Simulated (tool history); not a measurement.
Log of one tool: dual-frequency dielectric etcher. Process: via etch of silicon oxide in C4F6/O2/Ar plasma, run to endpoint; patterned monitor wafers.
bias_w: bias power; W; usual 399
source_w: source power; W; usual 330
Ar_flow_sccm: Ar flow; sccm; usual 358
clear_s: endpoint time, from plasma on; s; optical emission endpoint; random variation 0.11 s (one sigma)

| run | hour | bias_w | source_w | Ar_flow_sccm | wafers since the last listed run | hours since the last wet clean | hours since the last bias power generator calibration | hours since the last source power generator calibration | hours since the last Ar flow controller change | hours since the last upper electrode change | incoming incoming film thickness, nm | clear_s |
|---|---|---|---|---|---|---|---|---|---|---|---|---|
| 1 | 0 | 399 | 300 | 358 | 0 | 0.5 | 4505.5 | 4111.8 | 2928 | 2396.3 | 121.3 | 35.4 |
| 2 | 39.9 | 399 | 330 | 358 | 440 | 40.4 | 4545.4 | 4151.7 | 2967.9 | 2436.2 | 121.1 | 34.2 |
| 3 | 75 | 399 | 330 | 358 | 387 | 75.5 | 4580.5 | 4186.8 | 3003 | 2471.3 | 121.6 | 34.3 |
| 4 | 141.7 | 399 | 330 | 358 | 735 | 142.2 | 4647.2 | 4253.5 | 3069.7 | 2538 | 120.7 | 34.1 |
| 5 | 183.6 | 399 | 330 | 358 | 462 | 184.1 | 4689.1 | 4295.4 | 3111.6 | 2579.9 | 121.2 | 34.3 |
| 6 | 248.3 | 399 | 330 | 358 | 713 | 248.8 | 4753.8 | 4360.1 | 3176.3 | 2644.6 | 121.5 | 34.1 |
|  | 288 | source power generator calibrated |
|  | 293.5 | Ar flow controller replaced |
| 7 | 300.2 | 399 | 330 | 358 | 467 | 300.7 | 4805.7 | 12.2 | 6.7 | 2696.5 | 121.8 | 34.5 |
| 8 | 358.2 | 399 | 270 | 358 | 639 | 358.7 | 4863.7 | 70.2 | 64.7 | 2754.5 | 122.1 | 36.5 |
| 9 | 384 | 399 | 270 | 358 | 284 | 384.5 | 4889.5 | 96 | 90.5 | 2780.3 | 121.8 | 36.4 |
|  | 413.4 | wet clean of the chamber |
| 10 | 427.2 | 399 | 270 | 358 | 211 | 13.8 | 4932.7 | 139.2 | 133.7 | 2823.5 | 121 | 36.1 |
|  | 488.1 | upper electrode replaced |
| 11 | 488.6 | 339 | 330 | 358 | 412 | 75.2 | 4994.1 | 200.6 | 195.1 | 0.5 | 120.7 | 35.4 |
| 12 | 514.5 | 399 | 350 | 377 | 285 | 101.1 | 5020 | 226.5 | 221 | 26.4 | 122.5 | 34.2 |
| 13 | 573 | 399 | 330 | 358 | 645 | 159.6 | 5078.5 | 285 | 279.5 | 84.9 | 120.9 | 34.2 |
|  | 744.1 | bias power generator calibrated |
| 14 | 763.8 | 351 | 400 | 396 | 2060 | 350.4 | 19.7 | 475.8 | 470.3 | 275.7 | 121.2 | 33.7 |
| 15 | 790.5 | 334 | 360 | 427 | 294 | 377.1 | 46.4 | 502.5 | 497 | 302.4 | 120.8 | 35.4 |
|  | 866.2 | wet clean of the chamber |
| 16 | 866.7 | 399 | 330 | 358 | 575 | 0.5 | 122.6 | 578.7 | 573.2 | 378.6 | 121.2 | 34.2 |
| 17 | 918.9 | 352 | 400 | 358 | 575 | 52.7 | 174.8 | 630.9 | 625.4 | 430.8 | 122.1 | 33.4 |
| 18 | 967 | 399 | 330 | 358 | 530 | 100.8 | 222.9 | 679 | 673.5 | 478.9 | 122.3 | 34.5 |
| 19 | 1017.5 | 469 | 290 | 391 | 556 | 151.3 | 273.4 | 729.5 | 724 | 529.4 | 122.4 | 34.6 |
| 20 | 1059.1 | 364 | 330 | 334 | 458 | 192.9 | 315 | 771.1 | 765.6 | 571 | 122.2 | 35.1 |
| 21 | 1128.2 | 482 | 330 | 358 | 762 | 262 | 384.1 | 840.2 | 834.7 | 640.1 | 122.9 | 32.9 |
| 22 | 1187.6 | 399 | 330 | 358 | 655 | 321.4 | 443.5 | 899.6 | 894.1 | 699.5 | 122.6 | 34.5 |
| 23 | 1237.4 | 399 | 330 | 358 | 549 | 371.2 | 493.3 | 949.4 | 943.9 | 749.3 | 122.2 | 34.4 |
|  | 1276.9 | wet clean of the chamber |
| 24 | 1277.4 | 305 | 260 | 358 | 176 | 0.5 | 533.3 | 989.4 | 983.9 | 789.3 | 121.6 | 39 |
| 25 | 1304.1 | 354 | 330 | 410 | 294 | 27.2 | 560 | 1016.1 | 1010.6 | 816 | 121.5 | 35.8 |
| 26 | 1342.3 | 445 | 370 | 291 | 421 | 65.4 | 598.2 | 1054.3 | 1048.8 | 854.2 | 120.5 | 31 |
| 27 | 1397.2 | 399 | 400 | 358 | 605 | 120.3 | 653.1 | 1109.2 | 1103.7 | 909.1 | 121.9 | 32.5 |
| 28 | 1465.5 | 481 | 360 | 358 | 753 | 188.6 | 721.4 | 1177.5 | 1172 | 977.4 | 121.8 | 31.9 |

5 ways to go on from here, each from the tool as it stands after run 28. What would each give?
| A | 1465.9 | 399 | 330 | 439 | 4 | 189 | 721.8 | 1177.9 | 1172.4 | 977.8 | 121.7 | ? |
| B | 1465.9 | 357 | 380 | 358 | 4 | 189 | 721.8 | 1177.9 | 1172.4 | 977.8 | 121.7 | ? |
| C | 1465.9 | 317 | 410 | 329 | 4 | 189 | 721.8 | 1177.9 | 1172.4 | 977.8 | 121.7 | ? |
| D | 1465.9 | 459 | 350 | 392 | 4 | 189 | 721.8 | 1177.9 | 1172.4 | 977.8 | 121.7 | ? |
| E | 1465.9 | 308 | 400 | 320 | 4 | 189 | 721.8 | 1177.9 | 1172.4 | 977.8 | 121.7 | ? |

| run | clear_s |
|---|---|
| A | 35.4 |
| B | 33.9 |
| C | 33.7 |
| D | 33 |
| E | 34.1 |
Without the tool's hidden state the same runs would have given:
| run | clear_s |
|---|---|
| A | 35.4 |
| B | 33.9 |
| C | 33.7 |
| D | 33 |
| E | 34.1 |
